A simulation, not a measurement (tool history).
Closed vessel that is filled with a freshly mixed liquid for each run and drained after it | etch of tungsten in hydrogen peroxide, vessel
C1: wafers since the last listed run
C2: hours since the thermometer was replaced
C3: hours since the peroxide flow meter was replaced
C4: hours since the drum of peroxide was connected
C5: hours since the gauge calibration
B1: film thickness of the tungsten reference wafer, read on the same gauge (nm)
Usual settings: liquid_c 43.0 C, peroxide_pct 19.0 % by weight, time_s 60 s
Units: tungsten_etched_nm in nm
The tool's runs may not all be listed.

{"run": 1, "hour": 0.0, "liquid_c": 43.0, "peroxide_pct": 18.0, "time_s": 60, "C1": 0, "C2": 3160.7, "C3": 435.6, "C4": 1106.9, "C5": 198.8, "B1": 129.08, "tungsten_etched_nm": 31.33}
{"run": 2, "hour": 19.5, "liquid_c": 43.0, "peroxide_pct": 18.0, "time_s": 60, "C1": 2402, "C2": 3180.2, "C3": 455.1, "C4": 1126.4, "C5": 218.3, "B1": 128.97, "tungsten_etched_nm": 31.32}
{"hour": 23.3, "done": "gauge calibrated"}
{"run": 3, "hour": 42.8, "liquid_c": 43.0, "peroxide_pct": 21.5, "time_s": 45, "C1": 2870, "C2": 3203.5, "C3": 478.4, "C4": 1149.7, "C5": 19.5, "B1": 129.86, "tungsten_etched_nm": 25.81}
{"run": 4, "hour": 67.1, "liquid_c": 43.0, "peroxide_pct": 21.5, "time_s": 45, "C1": 2993, "C2": 3227.8, "C3": 502.7, "C4": 1174.0, "C5": 43.8, "B1": 129.75, "tungsten_etched_nm": 25.88}
{"run": 5, "hour": 84.5, "liquid_c": 43.0, "peroxide_pct": 21.5, "time_s": 45, "C1": 2143, "C2": 3245.2, "C3": 520.1, "C4": 1191.4, "C5": 61.2, "B1": 129.62, "tungsten_etched_nm": 25.81}
{"run": 6, "hour": 98.1, "liquid_c": 43.0, "peroxide_pct": 19.0, "time_s": 60, "C1": 1675, "C2": 3258.8, "C3": 533.7, "C4": 1205.0, "C5": 74.8, "B1": 129.56, "tungsten_etched_nm": 32.47}
{"run": 7, "hour": 128.4, "liquid_c": 43.0, "peroxide_pct": 19.0, "time_s": 60, "C1": 3732, "C2": 3289.1, "C3": 564.0, "C4": 1235.3, "C5": 105.1, "B1": 129.4, "tungsten_etched_nm": 32.3}
{"run": 8, "hour": 141.6, "liquid_c": 43.0, "peroxide_pct": 21.5, "time_s": 90, "C1": 1625, "C2": 3302.3, "C3": 577.2, "C4": 1248.5, "C5": 118.3, "B1": 129.33, "tungsten_etched_nm": 51.26}
{"run": 9, "hour": 160.9, "liquid_c": 43.0, "peroxide_pct": 22.5, "time_s": 30, "C1": 2377, "C2": 3321.6, "C3": 596.5, "C4": 1267.8, "C5": 137.6, "B1": 129.24, "tungsten_etched_nm": 17.55}
{"hour": 174.9, "done": "peroxide flow meter replaced"}
{"hour": 179.7, "done": "thermometer replaced"}
{"run": 10, "hour": 180.5, "liquid_c": 40.0, "peroxide_pct": 19.0, "time_s": 60, "C1": 2167, "C2": 0.8, "C3": 5.6, "C4": 1287.4, "C5": 157.2, "B1": 129.15, "tungsten_etched_nm": 26.59}
{"hour": 242.6, "done": "new drum of peroxide connected"}
{"run": 11, "hour": 249.3, "liquid_c": 36.5, "peroxide_pct": 19.0, "time_s": 85, "C1": 8351, "C2": 69.6, "C3": 74.4, "C4": 6.7, "C5": 226.0, "B1": 128.79, "tungsten_etched_nm": 29.81}
{"hour": 274.8, "done": "gauge calibrated"}
{"run": 12, "hour": 278.5, "liquid_c": 43.0, "peroxide_pct": 19.0, "time_s": 80, "C1": 3596, "C2": 98.8, "C3": 103.6, "C4": 35.9, "C5": 3.7, "B1": 129.96, "tungsten_etched_nm": 43.1}
{"run": 13, "hour": 299.8, "liquid_c": 43.0, "peroxide_pct": 19.0, "time_s": 60, "C1": 2623, "C2": 120.1, "C3": 124.9, "C4": 57.2, "C5": 25.0, "B1": 129.86, "tungsten_etched_nm": 32.47}
{"run": 14, "hour": 341.0, "liquid_c": 40.0, "peroxide_pct": 19.0, "time_s": 60, "C1": 5075, "C2": 161.3, "C3": 166.1, "C4": 98.4, "C5": 66.2, "B1": 129.65, "tungsten_etched_nm": 26.61}
{"run": 15, "hour": 366.1, "liquid_c": 34.5, "peroxide_pct": 21.5, "time_s": 30, "C1": 3091, "C2": 186.4, "C3": 191.2, "C4": 123.5, "C5": 91.3, "B1": 129.49, "tungsten_etched_nm": 9.83}

Hidden state or all else? Some run-to-run changes of tungsten_etched_nm, split into what the settings, what came in and random variation would give without the hidden state, and what is left for the hidden state (with any gauge scatter that isn't in both results):
The hidden state here: liquid colder than its thermometer reads (K); peroxide flow below the setpoint (%); peroxide weaker than its label (%); gauge reads high (%).
Run 8 -> 9: peroxide_pct 21.5 -> 22.5, time_s 90 -> 30. tungsten_etched_nm -33.71 nm: hidden state +0.16, all else -33.87.
Run 11 -> 12: liquid_c 36.5 -> 43.0, time_s 85 -> 80, gauge calibrated. tungsten_etched_nm +13.29 nm: hidden state +0.27, all else +13.02.

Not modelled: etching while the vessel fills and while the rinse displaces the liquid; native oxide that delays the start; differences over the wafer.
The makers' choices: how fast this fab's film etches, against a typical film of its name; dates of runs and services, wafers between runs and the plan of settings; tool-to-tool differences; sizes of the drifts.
